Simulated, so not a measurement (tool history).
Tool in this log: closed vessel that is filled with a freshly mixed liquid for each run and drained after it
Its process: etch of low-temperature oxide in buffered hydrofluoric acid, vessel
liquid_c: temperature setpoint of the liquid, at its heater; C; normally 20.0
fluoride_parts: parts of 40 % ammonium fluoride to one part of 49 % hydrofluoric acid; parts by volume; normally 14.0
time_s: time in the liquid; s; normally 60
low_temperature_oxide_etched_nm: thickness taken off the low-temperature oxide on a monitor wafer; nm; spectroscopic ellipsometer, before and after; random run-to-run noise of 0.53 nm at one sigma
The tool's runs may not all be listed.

| run | day | liquid_c | fluoride_parts | time_s | wafers since the last listed run | hours since the thermometer was replaced | hours since the hydrofluoric acid flow meter was replaced | hours since the gauge calibration | read-back film thickness of the low-temperature oxide reference wafer, read on the same gauge (nm) | low_temperature_oxide_etched_nm |
|---|---|---|---|---|---|---|---|---|---|---|
| 1 | 0.000 | 20.0 | 14.0 | 45 | 0 | 1371.5 | 1816.5 | 30.5 | 59.99 | 128.96 |
| 2 | 0.442 | 20.0 | 14.0 | 60 | 829 | 1382.1 | 1827.1 | 41.1 | 60.01 | 172.15 |
| 3 | 0.908 | 20.0 | 14.0 | 60 | 876 | 1393.3 | 1838.3 | 52.3 | 59.99 | 172.02 |
| 4 | 1.421 | 20.0 | 14.0 | 60 | 962 | 1405.6 | 1850.6 | 64.6 | 60.01 | 172.27 |
| 5 | 1.858 | 20.0 | 14.0 | 60 | 821 | 1416.1 | 1861.1 | 75.1 | 59.98 | 171.94 |
| 6 | 2.312 | 20.0 | 14.0 | 60 | 852 | 1427.0 | 1872.0 | 86.0 | 60.01 | 172.46 |
| 7 | 2.988 | 20.0 | 14.0 | 60 | 1267 | 1443.2 | 1888.2 | 102.2 | 59.98 | 171.72 |
| 8 | 3.542 | 20.0 | 14.0 | 60 | 1040 | 1456.5 | 1901.5 | 115.5 | 60.00 | 172.05 |
| 9 | 3.933 | 21.0 | 14.0 | 60 | 735 | 1465.9 | 1910.9 | 124.9 | 60.00 | 182.10 |
| 10 | 4.212 | 18.5 | 14.0 | 60 | 524 | 1472.6 | 1917.6 | 131.6 | 59.99 | 158.71 |
| 11 | 4.875 | 18.5 | 14.0 | 60 | 1244 | 1488.5 | 1933.5 | 147.5 | 60.01 | 158.75 |
| 12 | 5.371 | 18.5 | 14.0 | 60 | 931 | 1500.4 | 1945.4 | 159.4 | 59.99 | 158.25 |
|  | 5.688 | gauge calibrated |
| 13 | 5.833 | 20.0 | 14.0 | 50 | 868 | 1511.5 | 1956.5 | 3.5 | 59.99 | 143.48 |
| 14 | 6.312 | 17.0 | 14.0 | 75 | 899 | 1523.0 | 1968.0 | 15.0 | 60.00 | 183.11 |
| 15 | 6.829 | 20.0 | 14.0 | 60 | 970 | 1535.4 | 1980.4 | 27.4 | 59.98 | 171.74 |
|  | 7.208 | thermometer replaced |
| 16 | 7.400 | 17.0 | 9.5 | 60 | 993 | 4.6 | 1994.1 | 41.1 | 60.00 | 188.58 |
|  | 7.750 | hydrofluoric acid flow meter replaced |
| 17 | 8.033 | 20.0 | 11.5 | 60 | 1111 | 19.8 | 6.8 | 56.3 | 60.01 | 204.59 |
| 18 | 8.496 | 20.0 | 16.0 | 30 | 868 | 30.9 | 17.9 | 67.4 | 59.99 | 74.20 |
| 19 | 9.212 | 20.0 | 14.0 | 60 | 1345 | 48.1 | 35.1 | 84.6 | 60.02 | 168.73 |
| 20 | 9.612 | 18.5 | 9.5 | 35 | 751 | 57.7 | 44.7 | 94.2 | 60.00 | 131.28 |
| 21 | 9.975 | 18.5 | 18.0 | 60 | 680 | 66.4 | 53.4 | 102.9 | 60.02 | 121.86 |
| 22 | 10.342 | 20.0 | 14.0 | 60 | 688 | 75.2 | 62.2 | 111.7 | 60.00 | 169.86 |
| 23 | 10.650 | 17.0 | 9.5 | 60 | 579 | 82.6 | 69.6 | 119.1 | 59.98 | 205.89 |
| 24 | 10.929 | 18.0 | 11.0 | 95 | 524 | 89.3 | 76.3 | 125.8 | 59.99 | 303.66 |
| 25 | 11.292 | 17.0 | 12.0 | 45 | 680 | 98.0 | 85.0 | 134.5 | 60.01 | 125.45 |
| 26 | 11.812 | 20.0 | 10.5 | 60 | 978 | 110.5 | 97.5 | 147.0 | 60.00 | 224.98 |

Each row is a separate what-if for the run after 26, all from the same tool condition, not one after another. Results?
| A | 11.842 | 20.0 | 14.0 | 60 | 54 | 111.2 | 98.2 | 147.7 | ? | ? |
| B | 11.842 | 17.0 | 11.5 | 75 | 54 | 111.2 | 98.2 | 147.7 | ? | ? |
| C | 11.842 | 17.0 | 16.5 | 30 | 54 | 111.2 | 98.2 | 147.7 | ? | ? |
| D | 11.842 | 20.0 | 9.0 | 30 | 54 | 111.2 | 98.2 | 147.7 | ? | ? |
| E | 11.842 | 20.0 | 14.0 | 75 | 54 | 111.2 | 98.2 | 147.7 | ? | ? |

| run | read-back film thickness of the low-temperature oxide reference wafer, read on the same gauge (nm) | low_temperature_oxide_etched_nm |
|---|---|---|
| A | 59.99 | 170.00 |
| B | 59.99 | 217.52 |
| C | 59.99 | 61.03 |
| D | 59.99 | 126.80 |
| E | 59.99 | 212.50 |
Without the tool's unlogged condition, the same runs would have read:
| run | low_temperature_oxide_etched_nm |
|---|---|
| A | 169.50 |
| B | 216.80 |
| C | 60.83 |
| D | 125.85 |
| E | 211.88 |
